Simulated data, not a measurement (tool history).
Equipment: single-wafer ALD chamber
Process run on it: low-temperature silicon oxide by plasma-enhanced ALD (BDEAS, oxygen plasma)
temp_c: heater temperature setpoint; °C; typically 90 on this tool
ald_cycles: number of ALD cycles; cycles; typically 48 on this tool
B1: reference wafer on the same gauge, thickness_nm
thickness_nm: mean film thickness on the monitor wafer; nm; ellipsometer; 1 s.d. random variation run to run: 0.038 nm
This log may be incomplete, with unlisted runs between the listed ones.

Run 1, hour 0.0: usual settings but ald_cycles 42 cycles; B1 8.503. Result: thickness_nm 6.216 nm.
Run 2, hour 60.5: usual settings but ald_cycles 42 cycles; B1 8.469. Result: thickness_nm 6.139 nm.
Run 3, hour 99.4: usual settings; B1 8.458. Result: thickness_nm 7.104 nm.
Run 4, hour 151.8: usual settings; B1 8.453. Result: thickness_nm 7.077 nm.
Run 5, hour 203.3: usual settings; B1 8.416. Result: thickness_nm 7.008 nm.
Run 6, hour 303.7: usual settings; B1 8.400. Result: thickness_nm 7.039 nm.
Run 7, hour 408.1: usual settings; B1 8.370. Result: thickness_nm 7.058 nm.
Run 8, hour 498.9: usual settings; B1 8.351. Result: thickness_nm 7.007 nm.
Run 9, hour 585.0: usual settings; B1 8.321. Result: thickness_nm 7.054 nm.
Run 10, hour 654.2: usual settings; B1 8.315. Result: thickness_nm 6.910 nm.
At hour 726.3: gauge calibrated.
Run 11, hour 747.4: usual settings; B1 8.776. Result: thickness_nm 7.323 nm.
Run 12, hour 854.6: usual settings; B1 8.755. Result: thickness_nm 7.357 nm.
Run 13, hour 895.3: usual settings; B1 8.740. Result: thickness_nm 7.297 nm.
Run 14, hour 987.2: usual settings; B1 8.702. Result: thickness_nm 7.353 nm.
Run 15, hour 1068.2: usual settings but temp_c 85 °C; B1 8.674. Result: thickness_nm 7.384 nm.
Run 16, hour 1127.5: usual settings but temp_c 95 °C, ald_cycles 52 cycles; B1 8.668. Result: thickness_nm 7.749 nm.
Run 17, hour 1172.1: usual settings but temp_c 97 °C; B1 8.659. Result: thickness_nm 7.048 nm.
Run 18, hour 1279.3: usual settings but temp_c 100 °C, ald_cycles 44 cycles; B1 8.635. Result: thickness_nm 6.383 nm.
Run 19, hour 1517.6: usual settings but temp_c 94 °C, ald_cycles 43 cycles; B1 8.569. Result: thickness_nm 6.363 nm.
Run 20, hour 1582.8: usual settings but ald_cycles 42 cycles; B1 8.568. Result: thickness_nm 6.320 nm.
Run 21, hour 1648.6: usual settings but ald_cycles 51 cycles; B1 8.529. Result: thickness_nm 7.602 nm.
Run 22, hour 1809.2: usual settings but temp_c 84 °C; B1 8.495. Result: thickness_nm 7.224 nm.
Run 23, hour 1873.3: usual settings but temp_c 85 °C, ald_cycles 42 cycles; B1 8.470. Result: thickness_nm 6.350 nm.
At hour 1921.5: gauge calibrated.
Run 24, hour 2114.4: usual settings; B1 8.668. Result: thickness_nm 7.270 nm.
At hour 2187.6: thermocouple changed; heater temperature recalibrated.
Run 25, hour 2314.8: usual settings but temp_c 105 °C; B1 8.608. Result: thickness_nm 6.938 nm.
Run 26, hour 2413.1: usual settings; B1 8.566. Result: thickness_nm 7.157 nm.
Run 27, hour 2497.9: usual settings but temp_c 96 °C; B1 8.553. Result: thickness_nm 7.008 nm.
Run 28, hour 2596.4: usual settings; B1 8.529. Result: thickness_nm 7.178 nm.

For run 29, what comes out?
Run 29, hour 2690.8: usual settings but ald_cycles 42 cycles; B1 ?. Result: thickness_nm ?.

{"run 29": {"B1": 8.505, "thickness_nm": 6.283}}
Had the tool carried no hidden state, the very same run would have given thickness_nm 6.492 nm.
